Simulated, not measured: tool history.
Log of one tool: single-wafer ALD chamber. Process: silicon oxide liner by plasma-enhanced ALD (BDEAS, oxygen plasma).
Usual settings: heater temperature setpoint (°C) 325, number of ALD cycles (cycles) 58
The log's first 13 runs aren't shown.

run,hour,heater temperature setpoint (°C),number of ALD cycles (cycles),wafers since the last listed run,hours since the last thermocouple change,hours since the gauge calibration,"read-back reference wafer on the same gauge, thickness_nm",mean film thickness on the monitor wafer (Å)
14,994.9,325,58,294,1166.4,1042.5,4.662,51.97
15,1050.4,325,58,327,1221.9,1098,4.665,51.97
16,1264.4,325,58,1263,1435.9,1312,4.671,51.62
17,1366.1,325,58,600,1537.6,1413.7,4.672,51.69
18,1423.1,325,58,336,1594.6,1470.7,4.668,51.94
19,1503,320,58,471,1674.5,1550.6,4.674,52.05
20,1589.6,340,65,511,1761.1,1637.2,4.675,56.62
# hour 1635.9: gauge calibrated
21,1683.5,330,53,554,1855,47.6,4.672,46.81
22,1890.3,325,58,1221,2061.8,254.4,4.67,51.55
23,1974.8,325,58,498,2146.3,338.9,4.668,51.68
# hour 2028.2: thermocouple changed; heater temperature recalibrated
24,2035.8,325,58,312,7.6,399.9,4.672,52.45
25,2128.7,312,55,548,100.5,492.8,4.671,50.76
26,2219.8,319,48,537,191.6,583.9,4.671,43.68
27,2261,332,58,243,232.8,625.1,4.666,51.87
28,2312.2,339,58,302,284,676.3,4.665,51.07
29,2378.1,319,61,389,349.9,742.2,4.666,55.45
30,2420.1,333,47,247,391.9,784.2,4.666,41.9
31,2507.3,321,58,514,479.1,871.4,4.673,52.81
32,2578.8,325,58,422,550.6,942.9,4.669,52.34
33,2628.3,318,52,292,600.1,992.4,4.67,47.48
34,2690.5,325,58,367,662.3,1054.6,4.676,52.21
35,2730.4,325,62,235,702.2,1094.5,4.669,55.79
36,2801.3,311,58,418,773.1,1165.4,4.672,53.52

Forecast each of these 3 alternatives for the next run:
A,2801.8,325,58,2,773.6,1165.9,?,?
B,2801.8,335,53,2,773.6,1165.9,?,?
C,2801.8,333,49,2,773.6,1165.9,?,?

run,"read-back reference wafer on the same gauge, thickness_nm",mean film thickness on the monitor wafer (Å)
A,4.667,52.27
B,4.667,46.98
C,4.667,43.58
Without the tool's hidden state the same runs would have given:
run,mean film thickness on the monitor wafer (Å)
A,52.25
B,46.96
C,43.56
